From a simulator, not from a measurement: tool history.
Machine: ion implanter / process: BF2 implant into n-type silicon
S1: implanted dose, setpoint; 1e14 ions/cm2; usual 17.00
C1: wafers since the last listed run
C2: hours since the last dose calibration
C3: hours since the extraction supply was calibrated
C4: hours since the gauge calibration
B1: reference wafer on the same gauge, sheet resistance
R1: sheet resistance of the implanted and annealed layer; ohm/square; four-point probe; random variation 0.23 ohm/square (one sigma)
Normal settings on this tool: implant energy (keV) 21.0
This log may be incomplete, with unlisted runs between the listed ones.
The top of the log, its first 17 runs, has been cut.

{"run": 18, "day": 17.2, "S1": 21.5, "implant energy (keV)": 27.5, "C1": 467, "C2": 21.2, "C3": 83.4, "C4": 305.2, "B1": 155.99, "R1": 129.85}
{"run": 19, "day": 17.8, "S1": 14.94, "implant energy (keV)": 21.0, "C1": 325, "C2": 35.6, "C3": 97.8, "C4": 319.6, "B1": 155.99, "R1": 153.59}
{"run": 20, "day": 19.029, "S1": 21.99, "implant energy (keV)": 25.0, "C1": 666, "C2": 65.1, "C3": 127.3, "C4": 349.1, "B1": 155.93, "R1": 135.4}
{"run": 21, "day": 21.721, "S1": 14.22, "implant energy (keV)": 15.0, "C1": 1458, "C2": 129.7, "C3": 191.9, "C4": 413.7, "B1": 155.99, "R1": 175.74}
{"run": 22, "day": 22.662, "S1": 12.51, "implant energy (keV)": 17.0, "C1": 510, "C2": 152.3, "C3": 214.5, "C4": 436.3, "B1": 156.1, "R1": 173.48}
{"run": 23, "day": 23.412, "S1": 17.0, "implant energy (keV)": 21.0, "C1": 406, "C2": 170.3, "C3": 232.5, "C4": 454.3, "B1": 155.98, "R1": 150.71}
{"run": 24, "day": 24.862, "S1": 17.0, "implant energy (keV)": 21.0, "C1": 785, "C2": 205.1, "C3": 267.3, "C4": 489.1, "B1": 156.08, "R1": 150.43}
{"run": 25, "day": 25.375, "S1": 19.06, "implant energy (keV)": 23.0, "C1": 277, "C2": 217.4, "C3": 279.6, "C4": 501.4, "B1": 156.01, "R1": 142.47}
{"run": 26, "day": 25.896, "S1": 17.0, "implant energy (keV)": 27.0, "C1": 282, "C2": 229.9, "C3": 292.1, "C4": 513.9, "B1": 156.04, "R1": 135.01}
{"run": 27, "day": 27.171, "S1": 17.0, "implant energy (keV)": 18.0, "C1": 690, "C2": 260.5, "C3": 322.7, "C4": 544.5, "B1": 156.0, "R1": 159.32}
{"run": 28, "day": 28.608, "S1": 12.14, "implant energy (keV)": 23.5, "C1": 778, "C2": 295.0, "C3": 357.2, "C4": 579.0, "B1": 155.97, "R1": 155.59}
{"day": 28.612, "done": "gauge calibrated"}
{"run": 29, "day": 30.092, "S1": 19.49, "implant energy (keV)": 27.5, "C1": 803, "C2": 330.6, "C3": 392.8, "C4": 35.5, "B1": 156.01, "R1": 130.93}
{"run": 30, "day": 31.217, "S1": 21.72, "implant energy (keV)": 21.0, "C1": 609, "C2": 357.6, "C3": 419.8, "C4": 62.5, "B1": 155.99, "R1": 146.28}
{"run": 31, "day": 32.642, "S1": 21.23, "implant energy (keV)": 27.5, "C1": 772, "C2": 391.8, "C3": 454.0, "C4": 96.7, "B1": 156.07, "R1": 130.12}
{"run": 32, "day": 33.358, "S1": 17.0, "implant energy (keV)": 21.0, "C1": 388, "C2": 409.0, "C3": 471.2, "C4": 113.9, "B1": 155.97, "R1": 150.44}
{"run": 33, "day": 35.392, "S1": 19.49, "implant energy (keV)": 27.5, "C1": 1101, "C2": 457.8, "C3": 520.0, "C4": 162.7, "B1": 155.93, "R1": 131.26}
{"run": 34, "day": 36.579, "S1": 21.94, "implant energy (keV)": 23.0, "C1": 643, "C2": 486.3, "C3": 548.5, "C4": 191.2, "B1": 155.98, "R1": 140.92}

The next listed run, before its measurement:
{"run": 35, "day": 37.342, "S1": 21.6, "implant energy (keV)": 17.5, "C1": 413, "C2": 504.6, "C3": 566.8, "C4": 209.5, "B1": "?", "R1": "?"}

Run 35 yielded B1 155.94, R1 157.86 ohm/square.
With the hidden condition absent and the run-to-run variation left alone, this run would have shown R1 157.80 ohm/square.

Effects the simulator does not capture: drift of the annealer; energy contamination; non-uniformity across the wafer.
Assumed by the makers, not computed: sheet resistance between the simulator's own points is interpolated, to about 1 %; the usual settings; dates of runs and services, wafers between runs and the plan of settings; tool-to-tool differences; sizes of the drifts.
